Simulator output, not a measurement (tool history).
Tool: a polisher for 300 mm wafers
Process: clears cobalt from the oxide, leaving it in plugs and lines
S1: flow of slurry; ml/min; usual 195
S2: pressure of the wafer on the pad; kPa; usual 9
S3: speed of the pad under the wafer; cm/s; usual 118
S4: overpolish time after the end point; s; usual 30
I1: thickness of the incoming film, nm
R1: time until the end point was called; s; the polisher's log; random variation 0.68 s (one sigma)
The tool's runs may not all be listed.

Run 1, hour 0: usual settings; I1 293.1. Result: R1 80.3 s.
Run 2, hour 30.2: usual settings; I1 295.2. Result: R1 80.5 s.
Run 3, hour 79: usual settings; I1 297.5. Result: R1 82 s.
Run 4, hour 118.5: usual settings but S2 11.7 kPa; I1 299.1. Result: R1 66.8 s.
Run 5, hour 165.9: usual settings but S2 11.7 kPa; I1 292.1. Result: R1 64.8 s.
At hour 234.3: slurry nozzle cleaned.
Run 6, hour 237: usual settings but S2 11.7 kPa; I1 297.3. Result: R1 66.1 s.
At hour 378.4: worn pad replaced by a new one.
Run 7, hour 451.6: usual settings but S1 160 ml/min; I1 295.4. Result: R1 84.2 s.
Run 8, hour 516.1: usual settings but S3 138 cm/s; I1 292.1. Result: R1 74.6 s.
Run 9, hour 618.1: usual settings but S3 138 cm/s; I1 292.6. Result: R1 75.4 s.
At hour 640.1: head pressure recalibrated.
Run 10, hour 676.3: usual settings but S3 138 cm/s; I1 293.1. Result: R1 73 s.
Run 11, hour 729.6: usual settings but S2 7.6 kPa; I1 293.8. Result: R1 90.1 s.
At hour 779.6: worn pad replaced by a new one.
Run 12, hour 780.1: usual settings but S2 7.6 kPa; I1 290.3. Result: R1 89.5 s.
At hour 799: slurry nozzle cleaned.
Run 13, hour 844.1: usual settings; I1 297.4. Result: R1 81.3 s.
Run 14, hour 910.4: usual settings; I1 293.6. Result: R1 80.9 s.
Run 15, hour 981.8: usual settings; I1 295.9. Result: R1 80.9 s.
Run 16, hour 1157.1: usual settings; I1 294.2. Result: R1 81.8 s.
Run 17, hour 1197.8: usual settings but S1 260 ml/min, S3 88 cm/s; I1 295.5. Result: R1 93.8 s.
At hour 1204.5: worn pad replaced by a new one.
Run 18, hour 1257.4: usual settings but S1 150 ml/min, S2 6.9 kPa, S3 146 cm/s, S4 16 s; I1 293.7. Result: R1 89.8 s.
At hour 1270.7: slurry nozzle cleaned.
Run 19, hour 1313.5: usual settings but S2 9.7 kPa; I1 288.9. Result: R1 76.6 s.
Run 20, hour 1379: usual settings but S3 158 cm/s; I1 300.8. Result: R1 70 s.
Run 21, hour 1413.4: usual settings; I1 291.7. Result: R1 83.3 s.
At hour 1459.8: head pressure recalibrated.
Run 22, hour 1494.2: usual settings but S1 245 ml/min, S2 6.2 kPa, S3 82 cm/s; I1 293.9. Result: R1 125.2 s.
Run 23, hour 1545.3: usual settings; I1 296.1. Result: R1 79.9 s.
At hour 1578.5: worn pad replaced by a new one.
Run 24, hour 1585.4: usual settings but S4 46 s; I1 291.6. Result: R1 79.2 s.
Run 25, hour 1638.9: usual settings; I1 292.1. Result: R1 79.2 s.
Run 26, hour 1702.3: usual settings; I1 291.8. Result: R1 78.9 s.

Run 27 comes next. What will it give?
Run 27, hour 1758.1: usual settings; I1 294.1. Result: R1 ?.

Run 27 gave R1 81.4 s.
Without the tool's hidden state the same run would have given R1 81.6 s.
